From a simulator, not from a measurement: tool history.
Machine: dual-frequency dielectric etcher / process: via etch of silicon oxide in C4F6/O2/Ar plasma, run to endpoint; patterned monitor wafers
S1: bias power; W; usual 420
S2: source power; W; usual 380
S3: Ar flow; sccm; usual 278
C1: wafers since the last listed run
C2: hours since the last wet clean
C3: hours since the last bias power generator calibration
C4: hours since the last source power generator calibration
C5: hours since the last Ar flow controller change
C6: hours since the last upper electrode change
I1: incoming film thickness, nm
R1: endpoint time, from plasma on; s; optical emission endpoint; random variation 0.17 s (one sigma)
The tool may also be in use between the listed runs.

run,day,S1,S2,S3,C1,C2,C3,C4,C5,C6,I1,R1
1,0,420,380,278,0,380.8,2532.6,3455.5,2355,1897.4,105.1,21.9
# day 1.792: wet clean of the chamber
2,1.812,420,380,278,290,0.5,2576.1,3499,2398.5,1940.9,104.2,22
3,4.154,420,310,278,836,56.7,2632.3,3555.2,2454.7,1997.1,104.3,24.9
4,6.817,420,380,278,950,120.6,2696.2,3619.1,2518.6,2061,105.9,22.1
5,8.225,420,380,278,502,154.4,2730,3652.9,2552.4,2094.8,105.9,22.2
6,11.175,420,380,278,1053,225.2,2800.8,3723.7,2623.2,2165.6,103.3,21.4
7,13.738,420,380,278,914,286.7,2862.3,3785.2,2684.7,2227.1,104.9,21.7
8,16.483,420,380,278,980,352.6,2928.2,3851.1,2750.6,2293,104.3,21.9
9,17.562,420,410,278,385,378.5,2954.1,3877,2776.5,2318.9,105.2,20.8
10,19.946,420,410,278,850,435.7,3011.3,3934.2,2833.7,2376.1,104.1,20.8
# day 21.029: wet clean of the chamber
# day 22.321: bias power generator calibrated
# day 22.508: source power generator calibrated
11,28.15,420,410,278,2453,170.9,139.9,135.4,3030.6,2573,103.8,20.9
# day 29.333: upper electrode replaced
# day 29.833: Ar flow controller replaced
12,30.379,420,380,278,349,224.4,193.4,188.9,13.1,25.1,104.7,22.1
13,37.462,420,380,278,2529,394.4,363.4,358.9,183.1,195.1,104.9,22
# day 40.008: wet clean of the chamber
14,40.217,420,380,278,626,5,429.5,425,249.2,261.2,104.1,21.7
15,42.512,480,430,244,819,60.1,484.6,480.1,304.3,316.3,105.1,19.2
16,43.896,420,460,278,493,93.3,517.8,513.3,337.5,349.5,104.2,19.8
17,46.067,420,380,278,775,145.4,569.9,565.4,389.6,401.6,105.4,21.8
18,47.75,345,290,278,601,185.8,610.3,605.8,430,442,103.9,27.8
19,49.083,351,320,298,476,217.8,642.3,637.8,462,474,106.6,26.7
20,51.242,420,410,278,770,269.6,694.1,689.6,513.8,525.8,105.2,21
21,52.679,475,470,296,513,304.1,728.6,724.1,548.3,560.3,104,18.5
22,54.292,508,470,249,575,342.8,767.3,762.8,587,599,105.3,18
23,56.071,322,380,278,635,385.5,810,805.5,629.7,641.7,105.3,24.8
24,57.154,420,380,278,386,411.5,836,831.5,655.7,667.7,104.8,21.7
25,60.071,392,380,336,1041,481.5,906,901.5,725.7,737.7,105.2,22.9
# day 61.5: wet clean of the chamber
26,61.521,505,300,278,160,0.5,940.8,936.3,760.5,772.5,105.5,23.7
27,62.5,420,380,341,349,24,964.3,959.8,784,796,105,22.8
28,63.579,420,410,278,385,49.9,990.2,985.7,809.9,821.9,105.4,20.8
29,64.854,345,290,278,455,80.5,1020.8,1016.3,840.5,852.5,105.7,28.7

Forecast each of these 4 alternatives for the next run:
A,64.871,420,380,278,5,80.9,1021.2,1016.7,840.9,852.9,105.8,?
B,64.871,420,290,278,5,80.9,1021.2,1016.7,840.9,852.9,105.8,?
C,64.871,420,320,278,5,80.9,1021.2,1016.7,840.9,852.9,105.8,?
D,64.871,515,380,250,5,80.9,1021.2,1016.7,840.9,852.9,105.8,?

run,R1
A,22.1
B,26.2
C,24.5
D,20.1
With the hidden condition removed and each run's random variation left untouched, the same runs would have given:
run,R1
A,22.1
B,26.2
C,24.5
D,20.1
